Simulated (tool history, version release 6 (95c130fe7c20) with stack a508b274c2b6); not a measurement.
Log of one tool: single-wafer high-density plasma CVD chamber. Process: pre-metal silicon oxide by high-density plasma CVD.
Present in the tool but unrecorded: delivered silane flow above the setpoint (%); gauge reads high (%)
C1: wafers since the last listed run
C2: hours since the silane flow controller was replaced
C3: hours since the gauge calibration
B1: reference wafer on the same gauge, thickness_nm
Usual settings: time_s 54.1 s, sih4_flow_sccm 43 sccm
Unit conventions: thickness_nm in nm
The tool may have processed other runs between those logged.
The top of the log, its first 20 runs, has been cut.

{"day": 55.033, "done": "silane flow controller replaced"}
{"run": 21, "day": 56.067, "time_s": 54.1, "sih4_flow_sccm": 43, "C1": 495, "C2": 24.8, "C3": 537.9, "B1": 261.932, "thickness_nm": 241.067}
{"run": 22, "day": 59.217, "time_s": 57.8, "sih4_flow_sccm": 51, "C1": 750, "C2": 100.4, "C3": 613.5, "B1": 262.04, "thickness_nm": 296.548}
{"run": 23, "day": 62.338, "time_s": 57.1, "sih4_flow_sccm": 43, "C1": 743, "C2": 175.3, "C3": 688.4, "B1": 262.119, "thickness_nm": 255.573}
{"run": 24, "day": 66.362, "time_s": 61.9, "sih4_flow_sccm": 39, "C1": 958, "C2": 271.9, "C3": 785.0, "B1": 261.801, "thickness_nm": 257.838}
{"run": 25, "day": 69.917, "time_s": 48.1, "sih4_flow_sccm": 40, "C1": 846, "C2": 357.2, "C3": 870.3, "B1": 261.966, "thickness_nm": 205.031}
{"run": 26, "day": 71.746, "time_s": 57.7, "sih4_flow_sccm": 43, "C1": 435, "C2": 401.1, "C3": 914.2, "B1": 262.085, "thickness_nm": 260.461}
{"run": 27, "day": 80.383, "time_s": 54.1, "sih4_flow_sccm": 43, "C1": 2056, "C2": 608.4, "C3": 1121.5, "B1": 262.02, "thickness_nm": 244.441}
{"run": 28, "day": 82.042, "time_s": 44.6, "sih4_flow_sccm": 47, "C1": 394, "C2": 648.2, "C3": 1161.3, "B1": 261.778, "thickness_nm": 216.53}
{"run": 29, "day": 84.042, "time_s": 46.2, "sih4_flow_sccm": 35, "C1": 476, "C2": 696.2, "C3": 1209.3, "B1": 262.137, "thickness_nm": 178.731}
{"run": 30, "day": 86.425, "time_s": 59.2, "sih4_flow_sccm": 38, "C1": 567, "C2": 753.4, "C3": 1266.5, "B1": 262.059, "thickness_nm": 243.544}
{"run": 31, "day": 88.092, "time_s": 54.1, "sih4_flow_sccm": 43, "C1": 396, "C2": 793.4, "C3": 1306.5, "B1": 261.789, "thickness_nm": 245.001}

What if the next run were any one of these 5? Each begins from the tool's condition after run 31:
{"run": "A", "day": 88.108, "time_s": 54.1, "sih4_flow_sccm": 36, "C1": 3, "C2": 793.8, "C3": 1306.9, "B1": "?", "thickness_nm": "?"}
{"run": "B", "day": 88.108, "time_s": 63.9, "sih4_flow_sccm": 38, "C1": 3, "C2": 793.8, "C3": 1306.9, "B1": "?", "thickness_nm": "?"}
{"run": "C", "day": 88.108, "time_s": 57.0, "sih4_flow_sccm": 46, "C1": 3, "C2": 793.8, "C3": 1306.9, "B1": "?", "thickness_nm": "?"}
{"run": "D", "day": 88.108, "time_s": 50.0, "sih4_flow_sccm": 48, "C1": 3, "C2": 793.8, "C3": 1306.9, "B1": "?", "thickness_nm": "?"}
{"run": "E", "day": 88.108, "time_s": 59.2, "sih4_flow_sccm": 36, "C1": 3, "C2": 793.8, "C3": 1306.9, "B1": "?", "thickness_nm": "?"}

run=A B1=261.807 thickness_nm=213.439
run=B B1=261.807 thickness_nm=262.605
run=C B1=261.807 thickness_nm=271.723
run=D B1=261.807 thickness_nm=246.572
run=E B1=261.807 thickness_nm=233.560
Without the tool's unlogged condition, the same runs would have read:
run=A thickness_nm=210.004
run=B thickness_nm=258.379
run=C thickness_nm=267.350
run=D thickness_nm=242.603
run=E thickness_nm=229.801
